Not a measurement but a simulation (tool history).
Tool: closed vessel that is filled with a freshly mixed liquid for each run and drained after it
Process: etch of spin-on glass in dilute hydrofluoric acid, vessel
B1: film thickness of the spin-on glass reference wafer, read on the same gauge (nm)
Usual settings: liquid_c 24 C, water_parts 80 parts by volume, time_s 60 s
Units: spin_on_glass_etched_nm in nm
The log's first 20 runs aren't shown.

{"run": 21, "hour": 1019.2, "liquid_c": 24, "water_parts": 110, "time_s": 60, "B1": 136.04, "spin_on_glass_etched_nm": 24.34}
{"run": 22, "hour": 1188.4, "liquid_c": 24, "water_parts": 100, "time_s": 60, "B1": 135.7, "spin_on_glass_etched_nm": 26.78}
{"run": 23, "hour": 1213.6, "liquid_c": 24, "water_parts": 50, "time_s": 75, "B1": 135.67, "spin_on_glass_etched_nm": 71.59}
{"hour": 1227.4, "done": "thermometer replaced"}
{"run": 24, "hour": 1271.7, "liquid_c": 24, "water_parts": 80, "time_s": 90, "B1": 135.61, "spin_on_glass_etched_nm": 51.88}
{"hour": 1290.1, "done": "hydrofluoric acid flow meter replaced"}
{"run": 25, "hour": 1313.0, "liquid_c": 24, "water_parts": 80, "time_s": 85, "B1": 135.54, "spin_on_glass_etched_nm": 48.55}
{"run": 26, "hour": 1371.2, "liquid_c": 24, "water_parts": 80, "time_s": 60, "B1": 135.49, "spin_on_glass_etched_nm": 34.45}
{"run": 27, "hour": 1397.0, "liquid_c": 24, "water_parts": 65, "time_s": 80, "B1": 135.47, "spin_on_glass_etched_nm": 57.77}
{"run": 28, "hour": 1438.3, "liquid_c": 24, "water_parts": 80, "time_s": 60, "B1": 135.41, "spin_on_glass_etched_nm": 34.46}
{"run": 29, "hour": 1467.5, "liquid_c": 24, "water_parts": 120, "time_s": 30, "B1": 135.38, "spin_on_glass_etched_nm": 10.87}
{"run": 30, "hour": 1496.9, "liquid_c": 28, "water_parts": 80, "time_s": 90, "B1": 135.33, "spin_on_glass_etched_nm": 60.63}
{"run": 31, "hour": 1560.4, "liquid_c": 24, "water_parts": 80, "time_s": 60, "B1": 135.32, "spin_on_glass_etched_nm": 34.26}
{"run": 32, "hour": 1613.0, "liquid_c": 27.5, "water_parts": 80, "time_s": 60, "B1": 135.27, "spin_on_glass_etched_nm": 39.46}
{"hour": 1614.7, "done": "gauge calibrated"}
{"run": 33, "hour": 1657.4, "liquid_c": 24, "water_parts": 80, "time_s": 60, "B1": 139.92, "spin_on_glass_etched_nm": 35.59}
{"run": 34, "hour": 1692.3, "liquid_c": 24, "water_parts": 80, "time_s": 60, "B1": 139.63, "spin_on_glass_etched_nm": 35.35}

Forecast each of these 3 alternatives for the next run:
{"run": "A", "hour": 1693.0, "liquid_c": 24, "water_parts": 80, "time_s": 60, "B1": "?", "spin_on_glass_etched_nm": "?"}
{"run": "B", "hour": 1693.0, "liquid_c": 28.5, "water_parts": 40, "time_s": 95, "B1": "?", "spin_on_glass_etched_nm": "?"}
{"run": "C", "hour": 1693.0, "liquid_c": 25.5, "water_parts": 80, "time_s": 60, "B1": "?", "spin_on_glass_etched_nm": "?"}

run=A B1=139.63 spin_on_glass_etched_nm=35.5
run=B B1=139.63 spin_on_glass_etched_nm=142.3
run=C B1=139.63 spin_on_glass_etched_nm=37.69
Without the tool's hidden state the same runs would have given:
run=A spin_on_glass_etched_nm=35.6
run=B spin_on_glass_etched_nm=142.7
run=C spin_on_glass_etched_nm=37.8
